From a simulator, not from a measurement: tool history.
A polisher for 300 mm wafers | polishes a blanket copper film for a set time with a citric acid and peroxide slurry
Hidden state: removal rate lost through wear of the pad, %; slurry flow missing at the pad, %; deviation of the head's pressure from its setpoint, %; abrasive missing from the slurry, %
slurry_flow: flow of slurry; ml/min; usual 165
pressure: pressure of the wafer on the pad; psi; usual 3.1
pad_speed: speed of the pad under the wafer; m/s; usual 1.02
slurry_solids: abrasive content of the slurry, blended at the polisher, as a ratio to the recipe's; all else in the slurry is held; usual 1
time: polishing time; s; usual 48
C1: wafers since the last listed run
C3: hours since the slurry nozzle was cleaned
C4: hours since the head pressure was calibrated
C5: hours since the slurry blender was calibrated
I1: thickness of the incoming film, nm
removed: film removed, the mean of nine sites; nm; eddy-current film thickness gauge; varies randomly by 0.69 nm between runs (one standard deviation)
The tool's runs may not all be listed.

Run 1, day 0: usual settings; C1 0; wafers polished on this pad 2219; C3 127.6; C4 66.1; C5 365.2; I1 556.2. Result: removed 97.4 nm.
Run 2, day 2.175: usual settings; C1 597; wafers polished on this pad 2817; C3 179.8; C4 118.3; C5 417.4; I1 551.7. Result: removed 96.7 nm.
At day 3.842: slurry blender recalibrated.
Run 3, day 3.958: usual settings; C1 467; wafers polished on this pad 3284; C3 222.6; C4 161.1; C5 2.8; I1 561.4. Result: removed 95.9 nm.
Run 4, day 6.85: usual settings but pad_speed 1.3 m/s; C1 794; wafers polished on this pad 4079; C3 292; C4 230.5; C5 72.2; I1 549.2. Result: removed 120.6 nm.
Run 5, day 8.904: usual settings but pad_speed 1.3 m/s; C1 564; wafers polished on this pad 4644; C3 341.3; C4 279.8; C5 121.5; I1 539.5. Result: removed 121.8 nm.
Run 6, day 10.721: usual settings but slurry_flow 195 ml/min, slurry_solids 1.2; C1 499; wafers polished on this pad 5144; C3 384.9; C4 323.4; C5 165.1; I1 555. Result: removed 102.1 nm.
At day 11.467: worn pad replaced by a new one.
At day 12.258: head pressure recalibrated.
Run 7, day 13.142: usual settings but slurry_flow 195 ml/min, slurry_solids 1.2; C1 596; wafers polished on this pad 437; C3 443; C4 21.2; C5 223.2; I1 557.3. Result: removed 106.3 nm.
Run 8, day 15.275: usual settings but slurry_flow 195 ml/min, slurry_solids 1.2; C1 586; wafers polished on this pad 1024; C3 494.2; C4 72.4; C5 274.4; I1 548. Result: removed 103.8 nm.
At day 15.488: slurry nozzle cleaned.
Run 9, day 16.812: usual settings but time 61 s; C1 411; wafers polished on this pad 1435; C3 31.8; C4 109.3; C5 311.3; I1 546.8. Result: removed 127.2 nm.
Run 10, day 18.121: usual settings but time 61 s; C1 359; wafers polished on this pad 1795; C3 63.2; C4 140.7; C5 342.7; I1 542.4. Result: removed 126 nm.
At day 18.558: slurry blender recalibrated.
Run 11, day 19.679: usual settings but time 61 s; C1 405; wafers polished on this pad 2200; C3 100.6; C4 178.1; C5 26.9; I1 552.9. Result: removed 126.6 nm.
Run 12, day 20.679: usual settings; C1 274; wafers polished on this pad 2475; C3 124.6; C4 202.1; C5 50.9; I1 553.7. Result: removed 97.5 nm.
At day 27.121: worn pad replaced by a new one.
Run 13, day 28.575: usual settings; C1 2124; wafers polished on this pad 399; C3 314.1; C4 391.6; C5 240.4; I1 548.1. Result: removed 99.7 nm.
At day 30.45: head pressure recalibrated.
Run 14, day 33.546: usual settings; C1 1343; wafers polished on this pad 1742; C3 433.4; C4 74.3; C5 359.7; I1 559.5. Result: removed 97.7 nm.
At day 33.996: slurry blender recalibrated.
Run 15, day 35.788: usual settings but pressure 2.4 psi; C1 593; wafers polished on this pad 2336; C3 487.2; C4 128.1; C5 43; I1 554.2. Result: removed 82.7 nm.
At day 37.533: slurry nozzle cleaned.
Run 16, day 43.708: usual settings but time 54 s; C1 2166; wafers polished on this pad 4502; C3 148.2; C4 318.2; C5 233.1; I1 548.1. Result: removed 109.9 nm.
At day 45.65: worn pad replaced by a new one.
Run 17, day 46.521: usual settings but slurry_flow 195 ml/min, slurry_solids 1.2; C1 727; wafers polished on this pad 239; C3 215.7; C4 385.7; C5 300.6; I1 543.7. Result: removed 106.7 nm.
At day 48.538: head pressure recalibrated.
Run 18, day 48.558: usual settings but pressure 3.5 psi, slurry_solids 1.25; C1 537; wafers polished on this pad 776; C3 264.6; C4 0.5; C5 349.5; I1 550.2. Result: removed 113 nm.
At day 49.917: slurry blender recalibrated.
Run 19, day 56.925: usual settings but pressure 3.4 psi, time 59 s; C1 2277; wafers polished on this pad 3054; C3 465.4; C4 201.3; C5 168.2; I1 541.3. Result: removed 126.6 nm.
At day 59.217: slurry nozzle cleaned.
At day 64.321: worn pad replaced by a new one.
At day 65.771: head pressure recalibrated.
At day 65.842: slurry blender recalibrated.
Run 20, day 65.862: usual settings but slurry_flow 200 ml/min, pressure 3.5 psi; C1 2357; wafers polished on this pad 381; C3 159.5; C4 2.2; C5 0.5; I1 548.5. Result: removed 111.2 nm.
Run 21, day 68.529: usual settings but slurry_flow 190 ml/min, pad_speed 1.3 m/s; C1 733; wafers polished on this pad 1114; C3 223.5; C4 66.2; C5 64.5; I1 549.4. Result: removed 127.1 nm.
Run 22, day 71.512: usual settings but slurry_flow 195 ml/min, slurry_solids 1.2; C1 820; wafers polished on this pad 1934; C3 295.1; C4 137.8; C5 136.1; I1 554.3. Result: removed 104.2 nm.
Run 23, day 72.817: usual settings but time 38 s; C1 358; wafers polished on this pad 2292; C3 326.4; C4 169.1; C5 167.4; I1 551.2. Result: removed 77.1 nm.
Run 24, day 75.725: usual settings but pressure 4 psi; C1 799; wafers polished on this pad 3092; C3 396.2; C4 238.9; C5 237.2; I1 539. Result: removed 113.5 nm.
Run 25, day 77.625: usual settings; C1 522; wafers polished on this pad 3614; C3 441.8; C4 284.5; C5 282.8; I1 543.2. Result: removed 95.9 nm.
Run 26, day 79.925: usual settings but time 61 s; C1 632; wafers polished on this pad 4247; C3 497; C4 339.7; C5 338; I1 550.7. Result: removed 123.2 nm.
At day 80.533: slurry nozzle cleaned.
Run 27, day 81.733: usual settings but time 57 s; C1 485; wafers polished on this pad 4732; C3 28.8; C4 383.1; C5 381.4; I1 539.6. Result: removed 117.9 nm.
At day 81.996: worn pad replaced by a new one.
Run 28, day 83.525: usual settings but pressure 2.2 psi, slurry_solids 1.25, time 54 s; C1 446; wafers polished on this pad 419; C3 71.8; C4 426.1; C5 424.4; I1 545.3. Result: removed 96.4 nm.
At day 83.846: head pressure recalibrated.
At day 84.758: slurry blender recalibrated.
Run 29, day 86.229: usual settings but pad_speed 0.84 m/s; C1 697; wafers polished on this pad 1117; C3 136.7; C4 57.2; C5 35.3; I1 549.2. Result: removed 82.4 nm.

4 ways to go on from here, each from the tool as it stands after run 29. What would each give?
Run A, day 86.246: usual settings but slurry_solids 1.25; C1 4; wafers polished on this pad 1122; C3 137.1; C4 57.6; C5 35.7; I1 544.4. Result: removed ?.
Run B, day 86.246: usual settings but pressure 2.5 psi; C1 4; wafers polished on this pad 1122; C3 137.1; C4 57.6; C5 35.7; I1 544.4. Result: removed ?.
Run C, day 86.246: usual settings but slurry_flow 135 ml/min, pressure 4 psi, pad_speed 0.68 m/s, slurry_solids 1.3; C1 4; wafers polished on this pad 1122; C3 137.1; C4 57.6; C5 35.7; I1 544.4. Result: removed ?.
Run D, day 86.246: usual settings but slurry_flow 180 ml/min, pressure 3.9 psi, pad_speed 0.68 m/s, slurry_solids 0.8; C1 4; wafers polished on this pad 1122; C3 137.1; C4 57.6; C5 35.7; I1 544.4. Result: removed ?.

run  removed
  A    104.6
  B     87.8
  C     81.2
  D     76.8
Without the tool's hidden state the same runs would have given:
run  removed
  A      110
  B     92.3
  C     85.7
  D     80.6

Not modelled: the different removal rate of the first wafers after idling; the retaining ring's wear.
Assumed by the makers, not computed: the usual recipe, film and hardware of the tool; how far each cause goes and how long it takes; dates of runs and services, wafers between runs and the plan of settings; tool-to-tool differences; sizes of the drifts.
